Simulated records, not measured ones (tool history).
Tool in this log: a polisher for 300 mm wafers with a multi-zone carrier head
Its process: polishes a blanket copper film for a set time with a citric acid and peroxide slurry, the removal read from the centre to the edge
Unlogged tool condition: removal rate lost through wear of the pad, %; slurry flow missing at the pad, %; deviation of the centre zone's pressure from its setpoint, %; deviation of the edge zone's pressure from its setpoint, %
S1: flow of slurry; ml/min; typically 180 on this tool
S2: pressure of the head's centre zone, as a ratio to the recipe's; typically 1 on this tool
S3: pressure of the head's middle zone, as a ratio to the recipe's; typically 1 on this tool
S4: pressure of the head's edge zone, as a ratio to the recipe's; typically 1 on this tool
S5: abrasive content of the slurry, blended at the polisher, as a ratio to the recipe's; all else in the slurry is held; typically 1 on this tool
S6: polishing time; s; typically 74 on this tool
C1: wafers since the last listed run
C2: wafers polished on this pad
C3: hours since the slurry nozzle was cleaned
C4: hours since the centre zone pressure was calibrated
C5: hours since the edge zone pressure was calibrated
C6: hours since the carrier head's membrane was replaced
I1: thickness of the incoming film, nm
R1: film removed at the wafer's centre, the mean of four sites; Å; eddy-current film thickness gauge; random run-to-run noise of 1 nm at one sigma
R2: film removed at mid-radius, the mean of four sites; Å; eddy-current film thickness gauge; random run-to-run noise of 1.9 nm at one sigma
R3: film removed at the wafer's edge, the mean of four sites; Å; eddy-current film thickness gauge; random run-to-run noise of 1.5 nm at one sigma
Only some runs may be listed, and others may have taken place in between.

run    day   S1    S2    S3    S4    S5  S6   C1    C2     C3     C4     C5      C6     I1    R1    R2    R3
  1      0  180  0.96     1  1.11   0.8  87    0     6  143.2  114.5  104.1  1536.8  739.9  1918  1970  2041
  2  0.133  180  0.96  0.96  0.96     1  74   39    46  146.4  117.7  107.3    1540  737.3  1655  1659  1641
  3  0.475  180     1     1     1     1  74  101   147  154.6  125.9  115.5  1548.2  742.4  1725  1660  1670
  4  1.021  180     1     1     1     1  87  162   309  167.7    139  128.6  1561.3  730.1  1962  1983  1924
  5   1.75  180     1     1     1     1  74  216   526  185.2  156.5  146.1  1578.8  753.7  1647  1630  1636
  6  2.008  140     1  0.94  1.06     1  74   76   603  191.4  162.7  152.3    1585  738.4  1565  1503  1613
  7  2.679  130     1  0.93     1     1  62  199   802  207.5  178.8  168.4  1601.1  748.1  1300  1231  1274
  8  3.146  180     1     1     1  0.85  74  138   941  218.7    190  179.6  1612.3  735.7  1580  1579  1552
  9  3.504  235     1     1     1     1  83  106  1047  227.3  198.6  188.2  1620.9  749.3  1916  1872  1820
 10  4.012  180     1     1     1     1  74  151  1199  239.5  210.8  200.4  1633.1  736.8  1624  1600  1607
     4.746  -- worn pad replaced by a new one
 11  4.767  180     1     1     1  0.75  74  174     6  257.6  228.9  218.5  1651.2  753.3  1661  1628  1610

Predict the results of run 12:
     5.188  -- carrier head's membrane replaced by a new one
 12  5.271  180   1   1  0.97   1  74  87  94  269.7  241  230.6   2  738.7   ?   ?   ?

R1: 1699 Å
R2: 1633 Å
R3: 1650 Å
If the tool had no hidden condition, the same run with the same run-to-run variation would have returned R1 1738 Å, R2 1671 Å, R3 1688 Å.
